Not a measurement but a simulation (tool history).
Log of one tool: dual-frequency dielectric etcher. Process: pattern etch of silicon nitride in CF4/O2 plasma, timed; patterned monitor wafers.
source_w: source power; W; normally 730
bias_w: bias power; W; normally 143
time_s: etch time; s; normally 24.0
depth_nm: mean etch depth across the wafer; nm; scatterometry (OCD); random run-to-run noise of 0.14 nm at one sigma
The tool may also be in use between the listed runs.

| run | hour | source_w | bias_w | time_s | read-back reference wafer on the same gauge, depth_nm | depth_nm |
|---|---|---|---|---|---|---|
| 1 | 0.0 | 660 | 128 | 24.0 | 64.4 | 54.9 |
| 2 | 15.9 | 660 | 128 | 24.0 | 64.5 | 54.9 |
| 3 | 47.8 | 730 | 143 | 24.0 | 64.5 | 61.5 |
| 4 | 69.0 | 730 | 143 | 24.0 | 64.6 | 61.7 |
| 5 | 94.2 | 730 | 143 | 24.0 | 64.6 | 61.7 |
| 6 | 111.9 | 600 | 143 | 24.0 | 64.7 | 51.8 |
| 7 | 141.6 | 600 | 143 | 24.0 | 64.8 | 51.5 |
|  | 168.8 | upper electrode replaced |
|  | 173.2 | wet clean of the chamber |
| 8 | 173.7 | 730 | 143 | 24.0 | 64.9 | 62.1 |
| 9 | 182.7 | 730 | 143 | 24.0 | 65.0 | 62.0 |
|  | 192.6 | source power generator calibrated |
| 10 | 207.1 | 730 | 143 | 19.5 | 65.0 | 50.5 |
| 11 | 234.3 | 820 | 143 | 20.5 | 65.1 | 59.1 |
| 12 | 254.6 | 640 | 119 | 22.0 | 65.2 | 48.6 |
| 13 | 274.7 | 620 | 143 | 24.0 | 65.3 | 53.5 |
| 14 | 292.4 | 900 | 168 | 28.5 | 65.3 | 93.4 |
| 15 | 312.3 | 780 | 161 | 21.0 | 65.5 | 59.8 |
|  | 336.4 | bias power generator calibrated |
| 16 | 336.9 | 730 | 143 | 24.0 | 65.5 | 62.5 |
| 17 | 353.5 | 830 | 124 | 27.5 | 65.7 | 78.7 |
| 18 | 365.8 | 730 | 143 | 24.0 | 65.7 | 62.8 |
|  | 372.0 | gauge calibrated |
| 19 | 428.7 | 730 | 143 | 24.0 | 64.4 | 61.8 |
| 20 | 442.5 | 730 | 143 | 24.0 | 64.4 | 61.7 |
| 21 | 455.3 | 850 | 120 | 27.0 | 64.4 | 76.9 |
| 22 | 479.8 | 880 | 156 | 22.0 | 64.5 | 68.6 |
| 23 | 505.6 | 730 | 171 | 17.5 | 64.5 | 46.8 |

Branching from run 23: 4 alternative next runs. What would each branch give?
| A | 506.0 | 730 | 143 | 24.0 | ? | ? |
| B | 506.0 | 730 | 143 | 31.0 | ? | ? |
| C | 506.0 | 840 | 123 | 24.0 | ? | ? |
| D | 506.0 | 680 | 111 | 21.5 | ? | ? |

| run | read-back reference wafer on the same gauge, depth_nm | depth_nm |
|---|---|---|
| A | 64.4 | 61.7 |
| B | 64.4 | 79.7 |
| C | 64.4 | 68.0 |
| D | 64.4 | 49.1 |
Stripped of hidden state, with their random variation kept, the same runs would have yielded:
| run | depth_nm |
|---|---|
| A | 61.5 |
| B | 79.5 |
| C | 67.8 |
| D | 48.9 |
